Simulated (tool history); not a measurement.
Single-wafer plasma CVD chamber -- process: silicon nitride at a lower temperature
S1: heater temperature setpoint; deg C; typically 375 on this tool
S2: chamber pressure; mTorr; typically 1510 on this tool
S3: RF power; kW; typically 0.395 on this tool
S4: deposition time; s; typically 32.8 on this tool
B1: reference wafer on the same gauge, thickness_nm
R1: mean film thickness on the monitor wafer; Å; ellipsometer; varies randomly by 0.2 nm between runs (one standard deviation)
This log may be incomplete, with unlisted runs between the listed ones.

{"run": 1, "hour": 0.0, "S1": 375, "S2": 1510, "S3": 0.395, "S4": 32.8, "B1": 45.674, "R1": 436.88}
{"run": 2, "hour": 23.5, "S1": 375, "S2": 1510, "S3": 0.395, "S4": 32.8, "B1": 45.736, "R1": 434.61}
{"run": 3, "hour": 94.1, "S1": 375, "S2": 1510, "S3": 0.375, "S4": 32.8, "B1": 45.663, "R1": 428.36}
{"run": 4, "hour": 146.8, "S1": 375, "S2": 1510, "S3": 0.395, "S4": 32.8, "B1": 45.694, "R1": 433.72}
{"run": 5, "hour": 171.7, "S1": 375, "S2": 1510, "S3": 0.395, "S4": 32.8, "B1": 45.632, "R1": 437.35}
{"run": 6, "hour": 230.0, "S1": 375, "S2": 1510, "S3": 0.395, "S4": 32.8, "B1": 45.62, "R1": 431.77}
{"run": 7, "hour": 295.8, "S1": 375, "S2": 1640, "S3": 0.365, "S4": 29.1, "B1": 45.686, "R1": 385.13}
{"hour": 330.0, "done": "thermocouple changed; heater temperature recalibrated"}
{"run": 8, "hour": 355.7, "S1": 375, "S2": 1150, "S3": 0.35, "S4": 32.8, "B1": 45.68, "R1": 375.91}
{"run": 9, "hour": 404.4, "S1": 364, "S2": 1510, "S3": 0.465, "S4": 36.1, "B1": 45.699, "R1": 506.67}
{"run": 10, "hour": 433.0, "S1": 371, "S2": 1510, "S3": 0.42, "S4": 32.8, "B1": 45.72, "R1": 442.87}
{"hour": 449.4, "done": "gauge calibrated"}
{"run": 11, "hour": 465.5, "S1": 375, "S2": 1510, "S3": 0.395, "S4": 32.8, "B1": 45.726, "R1": 432.22}
{"run": 12, "hour": 497.8, "S1": 387, "S2": 1510, "S3": 0.395, "S4": 28.2, "B1": 45.695, "R1": 365.4}
{"hour": 672.5, "done": "capacitance manometer re-zeroed and calibrated"}
{"run": 13, "hour": 673.0, "S1": 375, "S2": 1510, "S3": 0.395, "S4": 32.8, "B1": 45.681, "R1": 427.63}
{"run": 14, "hour": 727.5, "S1": 375, "S2": 1510, "S3": 0.42, "S4": 35.2, "B1": 45.777, "R1": 472.79}
{"run": 15, "hour": 777.0, "S1": 375, "S2": 1510, "S3": 0.395, "S4": 28.9, "B1": 45.748, "R1": 375.38}
{"run": 16, "hour": 823.9, "S1": 375, "S2": 1510, "S3": 0.34, "S4": 28.0, "B1": 45.701, "R1": 344.88}
{"run": 17, "hour": 853.3, "S1": 363, "S2": 1510, "S3": 0.395, "S4": 32.8, "B1": 45.705, "R1": 430.69}
{"run": 18, "hour": 894.3, "S1": 375, "S2": 1510, "S3": 0.395, "S4": 32.8, "B1": 45.682, "R1": 429.26}
{"run": 19, "hour": 920.4, "S1": 375, "S2": 1510, "S3": 0.395, "S4": 38.9, "B1": 45.669, "R1": 506.88}
{"run": 20, "hour": 954.1, "S1": 375, "S2": 1280, "S3": 0.395, "S4": 35.6, "B1": 45.709, "R1": 440.03}
{"run": 21, "hour": 998.9, "S1": 390, "S2": 1160, "S3": 0.32, "S4": 34.8, "B1": 45.692, "R1": 384.72}
{"run": 22, "hour": 1053.8, "S1": 385, "S2": 1770, "S3": 0.395, "S4": 32.8, "B1": 45.684, "R1": 446.56}
{"run": 23, "hour": 1081.7, "S1": 375, "S2": 1510, "S3": 0.395, "S4": 32.8, "B1": 45.727, "R1": 422.87}
{"run": 24, "hour": 1112.6, "S1": 375, "S2": 1510, "S3": 0.395, "S4": 32.8, "B1": 45.693, "R1": 425.71}
{"run": 25, "hour": 1141.1, "S1": 375, "S2": 1510, "S3": 0.395, "S4": 36.8, "B1": 45.769, "R1": 477.03}
{"run": 26, "hour": 1209.1, "S1": 365, "S2": 1510, "S3": 0.395, "S4": 32.8, "B1": 45.666, "R1": 427.02}
{"run": 27, "hour": 1269.0, "S1": 375, "S2": 1220, "S3": 0.395, "S4": 38.5, "B1": 45.658, "R1": 466.83}
{"run": 28, "hour": 1310.8, "S1": 381, "S2": 1510, "S3": 0.395, "S4": 34.6, "B1": 45.64, "R1": 449.88}
{"run": 29, "hour": 1351.5, "S1": 371, "S2": 1620, "S3": 0.445, "S4": 32.8, "B1": 45.793, "R1": 457.64}

Predict each of these 3 candidate next runs independently; none follows another, all start after run 29:
{"run": "A", "hour": 1351.9, "S1": 375, "S2": 1510, "S3": 0.395, "S4": 32.8, "B1": "?", "R1": "?"}
{"run": "B", "hour": 1351.9, "S1": 386, "S2": 1240, "S3": 0.45, "S4": 37.2, "B1": "?", "R1": "?"}
{"run": "C", "hour": 1351.9, "S1": 386, "S2": 1210, "S3": 0.435, "S4": 32.8, "B1": "?", "R1": "?"}

run=A B1=45.654 R1=425.60
run=B B1=45.654 R1=477.62
run=C B1=45.654 R1=412.20
The same runs, with their run-to-run variation unchanged, on a tool lacking any hidden condition would have given:
run=A R1=438.05
run=B R1=490.93
run=C R1=423.68
